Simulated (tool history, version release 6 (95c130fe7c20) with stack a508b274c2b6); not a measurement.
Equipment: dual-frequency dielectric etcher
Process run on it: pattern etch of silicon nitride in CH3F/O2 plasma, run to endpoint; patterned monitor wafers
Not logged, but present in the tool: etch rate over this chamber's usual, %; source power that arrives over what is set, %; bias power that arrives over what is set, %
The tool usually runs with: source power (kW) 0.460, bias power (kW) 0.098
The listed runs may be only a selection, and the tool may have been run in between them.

run,hour,source power (kW),bias power (kW),wafers since the last listed run,hours since the last wet clean,hours since the last source power generator calibration,hours since the last bias power generator calibration,hours since the last upper electrode change,"incoming incoming film thickness, nm",endpoint time (s)
1,0.0,0.530,0.098,0,270.6,1667.4,2646.9,4386.1,97.8,96.5
2,14.4,0.530,0.098,88,285.0,1681.8,2661.3,4400.5,98.2,96.9
3,46.4,0.530,0.098,196,317.0,1713.8,2693.3,4432.5,96.5,95.0
4,61.1,0.460,0.098,90,331.7,1728.5,2708.0,4447.2,98.5,102.3
5,76.3,0.460,0.098,93,346.9,1743.7,2723.2,4462.4,97.6,101.1
6,92.1,0.460,0.098,96,362.7,1759.5,2739.0,4478.2,97.5,100.7
# hour 132.0: upper electrode replaced
7,132.5,0.390,0.098,100,403.1,1799.9,2779.4,0.5,97.9,107.0
8,140.7,0.460,0.098,50,411.3,1808.1,2787.6,8.7,98.0,100.9
# hour 165.3: wet clean of the chamber
9,220.7,0.460,0.098,343,55.4,1888.1,2867.6,88.7,97.8,102.3
10,233.4,0.340,0.091,77,68.1,1900.8,2880.3,101.4,96.7,114.9
11,261.9,0.370,0.119,174,96.6,1929.3,2908.8,129.9,97.4,101.5
12,275.5,0.430,0.098,83,110.2,1942.9,2922.4,143.5,97.7,104.0
# hour 302.7: bias power generator calibrated
13,322.6,0.460,0.098,264,157.3,1990.0,19.9,190.6,97.4,101.0
14,335.3,0.500,0.117,77,170.0,2002.7,32.6,203.3,96.5,91.5
# hour 349.9: source power generator calibrated
15,361.6,0.460,0.121,136,196.3,11.7,58.9,229.6,98.5,94.2
16,391.9,0.530,0.119,185,226.6,42.0,89.2,259.9,97.2,89.2
17,414.1,0.520,0.098,135,248.8,64.2,111.4,282.1,97.8,97.3
18,438.8,0.460,0.098,151,273.5,88.9,136.1,306.8,97.6,100.8

Hidden state at the last listed run before each entry between runs and at the first one after, where it differs:
From run 6 to run 7: upper electrode replaced (hour 132.0)
  etch rate over this chamber's usual, %: 1.04 -> 1.21
  difference, measured minus the result without the unlogged condition, endpoint time (s): -1.1 -> -1.3
From run 8 to run 9: wet clean of the chamber (hour 165.3)
  etch rate over this chamber's usual, %: 1.24 -> 0.202
  difference, measured minus the result without the unlogged condition, endpoint time (s): -1.2 -> -0.2
From run 12 to run 13: bias power generator calibrated (hour 302.7)
  etch rate over this chamber's usual, %: 0.428 -> 0.622
  difference, measured minus the result without the unlogged condition, endpoint time (s): -0.4 -> -0.6
From run 14 to run 15: source power generator calibrated (hour 349.9)
  etch rate over this chamber's usual, %: 0.675 -> 0.783
  difference, measured minus the result without the unlogged condition, endpoint time (s): -0.7 -> -0.8
